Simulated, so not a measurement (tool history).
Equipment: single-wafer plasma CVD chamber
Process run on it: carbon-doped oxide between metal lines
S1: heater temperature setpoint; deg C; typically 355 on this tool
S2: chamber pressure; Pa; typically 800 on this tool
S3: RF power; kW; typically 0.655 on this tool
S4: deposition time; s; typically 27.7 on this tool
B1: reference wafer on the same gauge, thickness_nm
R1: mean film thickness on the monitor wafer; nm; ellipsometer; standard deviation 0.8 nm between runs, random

run,day,S1,S2,S3,S4,B1,R1
1,0.000,355,800,0.655,27.7,123.086,150.003
2,2.350,355,800,0.655,27.7,123.162,149.554
3,5.329,363,800,0.655,26.5,123.135,140.883
4,9.092,363,800,0.655,26.5,122.687,142.003
5,11.796,355,800,0.655,27.7,122.906,148.807
6,16.154,355,800,0.655,27.7,122.298,149.590
7,19.271,355,800,0.655,27.7,122.242,149.457
8,22.629,355,800,0.595,30.8,122.320,155.898
9,26.175,355,800,0.655,27.7,121.929,148.178
10,35.583,355,800,0.655,27.7,121.929,146.953
11,38.471,355,800,0.655,27.7,121.821,148.238
12,40.558,355,800,0.655,27.7,121.807,147.360
# day 42.529: RF generator calibrated
13,42.550,355,800,0.545,23.6,121.784,114.474
14,44.258,355,872,0.540,31.1,121.569,152.524
# day 45.250: showerhead replaced
15,46.046,347,800,0.655,22.6,121.372,123.219
# day 47.933: capacitance manometer re-zeroed and calibrated
16,49.733,343,715,0.655,27.7,121.518,149.926
17,51.312,355,800,0.655,27.7,121.789,148.222
# day 51.946: thermocouple changed; heater temperature recalibrated
18,54.262,355,800,0.655,27.7,121.375,148.744
19,58.117,360,800,0.655,31.1,121.749,163.755
# day 59.404: gauge calibrated
20,62.462,368,723,0.690,24.0,129.045,133.891
21,65.204,355,800,0.655,27.7,128.846,156.926
22,67.083,366,932,0.595,23.6,128.355,124.833
23,71.029,368,863,0.580,23.7,128.132,123.216
24,75.083,342,684,0.655,32.0,127.158,180.732
25,76.746,342,973,0.580,23.7,127.213,131.486
26,79.521,355,800,0.655,27.7,126.615,153.522
27,83.933,368,800,0.730,27.7,126.037,158.007

5 options for the next run, each taken on its own from the tool as it stands now. Forecast them:
A,83.950,355,800,0.655,27.7,?,?
B,83.950,366,800,0.560,22.3,?,?
C,83.950,365,800,0.655,27.7,?,?
D,83.950,368,800,0.655,27.7,?,?
E,83.950,355,800,0.545,22.3,?,?

run,B1,R1
A,126.122,154.083
B,126.122,112.444
C,126.122,150.625
D,126.122,149.662
E,126.122,113.774
Had the tool no hidden state, the same runs would have come out as:
run,R1
A,157.457
B,114.906
C,153.924
D,152.939
E,116.266
